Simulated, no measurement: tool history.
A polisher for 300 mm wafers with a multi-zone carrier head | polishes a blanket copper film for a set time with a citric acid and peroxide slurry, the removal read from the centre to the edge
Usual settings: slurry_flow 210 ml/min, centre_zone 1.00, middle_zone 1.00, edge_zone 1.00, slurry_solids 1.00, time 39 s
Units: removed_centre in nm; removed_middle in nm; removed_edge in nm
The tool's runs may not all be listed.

run     day  slurry_flow  centre_zone  middle_zone  edge_zone  slurry_solids  time  wafers since the last listed run  wafers polished on this pad  hours since the slurry nozzle was cleaned  hours since the centre zone pressure was calibrated  hours since the edge zone pressure was calibrated  hours since the carrier head's membrane was replaced  incoming thickness of the incoming film, nm  removed_centre  removed_middle  removed_edge
  1   0.000          210         1.00         1.00       1.05           1.10    39                                 0                         4400                                      367.9                                                140.8                                              218.5                                                 232.4                                        808.5            45.7            46.7          48.1
      3.125  -- worn pad replaced by a new one
  2   3.638          210         1.00         1.00       1.00           1.00    39                               826                          121                                      455.2                                                228.1                                              305.8                                                 319.7                                        811.6            46.1            49.1          47.8
  3   5.217          265         1.00         1.00       1.11           0.75    39                               376                          498                                      493.1                                                266.0                                              343.7                                                 357.6                                        810.9            45.0            47.0          48.7
  4   7.412          210         1.06         1.00       1.00           1.00    39                               523                         1021                                      545.8                                                318.7                                              396.4                                                 410.3                                        795.2            48.6            48.1          46.8
  5   9.938          185         1.11         1.08       1.00           1.00    39                               601                         1622                                      606.4                                                379.3                                              457.0                                                 470.9                                        814.8            48.9            49.0          46.3
  6  13.071          210         1.00         1.00       1.12           1.20    53                               746                         2369                                      681.6                                                454.5                                              532.2                                                 546.1                                        825.1            63.2            66.0          69.1
     14.142  -- slurry nozzle cleaned
  7  16.575          210         1.00         1.00       1.00           1.00    39                               824                         3194                                       58.4                                                538.6                                              616.3                                                 630.2                                        802.7            44.4            46.7          45.6
     17.346  -- centre zone pressure recalibrated
  8  19.833          265         1.00         1.00       1.00           1.00    28                               756                         3950                                      136.6                                                 59.7                                              694.5                                                 708.4                                        808.4            33.2            34.3          33.4
  9  21.608          265         1.00         1.00       1.00           1.00    28                               422                         4373                                      179.2                                                102.3                                              737.1                                                 751.0                                        812.3            33.0            34.3          33.4
     24.917  -- worn pad replaced by a new one, of another model than before
     25.700  -- carrier head's membrane replaced by a new one
 10  25.962          210         0.91         1.00       1.00           1.00    39                               948                          199                                      283.7                                                206.8                                              841.6                                                   6.3                                        812.7            41.7            49.1          47.4
     28.417  -- edge zone pressure recalibrated
 11  28.829          210         1.04         1.00       1.00           1.00    39                               663                          862                                      352.5                                                275.6                                                9.9                                                  75.1                                        814.6            48.4            48.3          47.2
 12  33.225          210         1.00         1.00       0.95           1.30    39                              1047                         1910                                      458.0                                                381.1                                              115.4                                                 180.6                                        804.8            48.7            49.9          48.0
 13  37.592          210         1.00         1.00       1.03           1.00    39                              1040                         2950                                      562.8                                                485.9                                              220.2                                                 285.4                                        814.2            45.6            46.6          46.5
 14  41.679          210         1.00         1.00       1.00           1.00    39                               973                         3924                                      660.9                                                584.0                                              318.3                                                 383.5                                        799.5            44.7            45.8          45.6
 15  44.242          210         1.00         1.00       1.00           1.00    39                               610                         4535                                      722.4                                                645.5                                              379.8                                                 445.0                                        823.7            44.4            46.9          45.8
     46.971  -- worn pad replaced by a new one
 16  47.038          210         1.00         1.00       1.00           1.00    39                               626                           15                                      789.5                                                712.6                                              446.9                                                 512.1                                        809.9            46.9            49.1          48.6
     48.004  -- centre zone pressure recalibrated
     49.362  -- slurry nozzle cleaned
 17  49.842          210         1.00         1.00       1.00           1.00    39                               638                          653                                       11.5                                                 44.1                                              514.2                                                 579.4                                        812.8            46.2            48.2          47.7
 18  52.792          210         1.06         1.00       1.00           0.90    39                               702                         1356                                       82.3                                                114.9                                              585.0                                                 650.2                                        806.9            47.8            46.0          45.1
 19  54.588          210         1.12         1.00       1.10           1.00    39                               427                         1784                                      125.4                                                158.0                                              628.1                                                 693.3                                        806.3            51.0            47.1          48.4
 20  58.267          210         1.00         1.00       1.00           1.15    39                               876                         2661                                      213.7                                                246.3                                              716.4                                                 781.6                                        814.1            45.6            48.6          47.0
 21  60.575          210         1.00         1.00       1.00           1.10    39                               549                         3211                                      269.1                                                301.7                                              771.8                                                 837.0                                        813.3            46.3            47.8          47.0

4 ways to go on from here, each from the tool as it stands after run 21. What would each give?
  A  60.592          210         1.00         1.00       1.00           1.00    39                                 3                         3215                                      269.5                                                302.1                                              772.2                                                 837.4                                        810.6               ?               ?             ?
  B  60.592          210         1.00         1.00       1.00           1.00    31                                 3                         3215                                      269.5                                                302.1                                              772.2                                                 837.4                                        810.6               ?               ?             ?
  C  60.592          210         1.10         0.94       1.00           1.00    25                                 3                         3215                                      269.5                                                302.1                                              772.2                                                 837.4                                        810.6               ?               ?             ?
  D  60.592          210         1.08         0.91       1.00           1.00    39                                 3                         3215                                      269.5                                                302.1                                              772.2                                                 837.4                                        810.6               ?               ?             ?

run  removed_centre  removed_middle  removed_edge
  A            45.0            46.3          45.8
  B            35.8            36.8          36.4
  C            31.8            28.2          29.4
  D            48.6            42.8          45.8
Without the tool's hidden state the same runs would have given:
run  removed_centre  removed_middle  removed_edge
  A            47.6            49.0          48.4
  B            37.9            38.9          38.5
  C            33.6            29.8          31.0
  D            51.5            45.2          48.4
